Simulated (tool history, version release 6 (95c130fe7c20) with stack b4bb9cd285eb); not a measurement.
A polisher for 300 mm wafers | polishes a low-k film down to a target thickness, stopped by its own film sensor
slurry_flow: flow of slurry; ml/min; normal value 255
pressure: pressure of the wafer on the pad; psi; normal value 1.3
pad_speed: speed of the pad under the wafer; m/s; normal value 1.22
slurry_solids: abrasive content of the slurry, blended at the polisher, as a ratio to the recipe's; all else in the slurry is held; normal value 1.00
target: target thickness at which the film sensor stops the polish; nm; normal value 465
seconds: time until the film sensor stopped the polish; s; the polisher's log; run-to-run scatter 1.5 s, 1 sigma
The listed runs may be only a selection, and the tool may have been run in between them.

| run | hour | slurry_flow | pressure | pad_speed | slurry_solids | target | incoming thickness of the incoming film, nm | seconds |
|---|---|---|---|---|---|---|---|---|
| 1 | 0.0 | 255 | 1.3 | 1.22 | 1.00 | 465 | 490.8 | 90.1 |
|  | 30.7 | slurry nozzle cleaned |
| 2 | 40.1 | 255 | 1.3 | 1.10 | 1.00 | 465 | 481.9 | 64.6 |
|  | 94.8 | worn pad replaced by a new one |
| 3 | 106.5 | 255 | 0.9 | 1.22 | 0.75 | 465 | 491.1 | 145.0 |
| 4 | 210.5 | 255 | 1.3 | 1.22 | 1.00 | 465 | 485.9 | 73.8 |
|  | 224.0 | head pressure recalibrated |
| 5 | 293.9 | 255 | 1.5 | 1.22 | 1.00 | 465 | 487.4 | 65.9 |
| 6 | 359.2 | 255 | 1.3 | 1.10 | 1.00 | 465 | 489.5 | 90.3 |
| 7 | 442.7 | 255 | 1.3 | 1.22 | 1.00 | 465 | 494.2 | 98.7 |
| 8 | 502.0 | 285 | 0.8 | 1.22 | 1.00 | 469 | 498.7 | 163.8 |
|  | 540.9 | conditioning disc replaced and pad reconditioned |
|  | 580.0 | slurry blender recalibrated |
| 9 | 593.8 | 255 | 1.3 | 1.22 | 1.00 | 460 | 484.4 | 86.4 |
| 10 | 635.5 | 255 | 1.4 | 1.52 | 1.25 | 462 | 494.0 | 81.1 |
| 11 | 671.5 | 170 | 1.3 | 1.12 | 0.85 | 461 | 481.3 | 85.0 |
| 12 | 722.7 | 255 | 0.8 | 1.22 | 1.00 | 465 | 484.8 | 110.3 |
| 13 | 787.6 | 255 | 1.3 | 1.22 | 1.00 | 465 | 491.3 | 94.5 |
| 14 | 835.1 | 255 | 1.3 | 1.10 | 1.00 | 465 | 481.1 | 62.8 |
|  | 936.7 | slurry nozzle cleaned |
| 15 | 939.6 | 220 | 1.3 | 1.22 | 1.00 | 465 | 488.5 | 87.9 |
| 16 | 999.8 | 255 | 1.7 | 0.84 | 1.00 | 465 | 486.5 | 78.5 |
|  | 1027.9 | worn pad replaced by a new one |
| 17 | 1067.5 | 315 | 1.7 | 1.22 | 1.00 | 465 | 485.4 | 54.2 |
|  | 1144.1 | head pressure recalibrated |
| 18 | 1144.6 | 255 | 1.3 | 1.06 | 1.00 | 465 | 491.9 | 100.7 |
| 19 | 1226.3 | 255 | 1.3 | 1.22 | 1.00 | 456 | 489.6 | 112.4 |
| 20 | 1312.6 | 255 | 1.3 | 1.22 | 1.15 | 465 | 485.8 | 67.4 |
|  | 1381.7 | slurry blender recalibrated |
| 21 | 1417.0 | 255 | 1.3 | 1.22 | 1.00 | 465 | 487.1 | 76.5 |
|  | 1470.4 | conditioning disc replaced and pad reconditioned |
| 22 | 1506.2 | 255 | 0.9 | 1.22 | 1.00 | 465 | 492.9 | 144.8 |
| 23 | 1571.7 | 255 | 1.3 | 1.22 | 1.00 | 465 | 489.7 | 89.6 |
| 24 | 1662.7 | 325 | 1.3 | 0.86 | 1.00 | 459 | 488.1 | 139.7 |

Run by run, hidden condition taken away, random variation retained:
Unlogged tool condition in this case: removal rate lost through wear of the pad, %; slurry flow missing at the pad, %; deviation of the head's pressure from its setpoint, %; abrasive missing from the slurry, %; time polished since the conditioner stopped cutting, s.
| run | seconds |
|---|---|
| 1 | 84.2 |
| 2 | 60.4 |
| 3 | 135.2 |
| 4 | 68.8 |
| 5 | 64.5 |
| 6 | 87.2 |
| 7 | 94.1 |
| 8 | 155.0 |
| 9 | 81.0 |
| 10 | 75.8 |
| 11 | 79.2 |
| 12 | 102.5 |
| 13 | 87.5 |
| 14 | 58.1 |
| 15 | 80.9 |
| 16 | 72.1 |
| 17 | 49.8 |
| 18 | 99.9 |
| 19 | 109.4 |
| 20 | 64.6 |
| 21 | 72.3 |
| 22 | 135.6 |
| 23 | 83.4 |
| 24 | 129.4 |
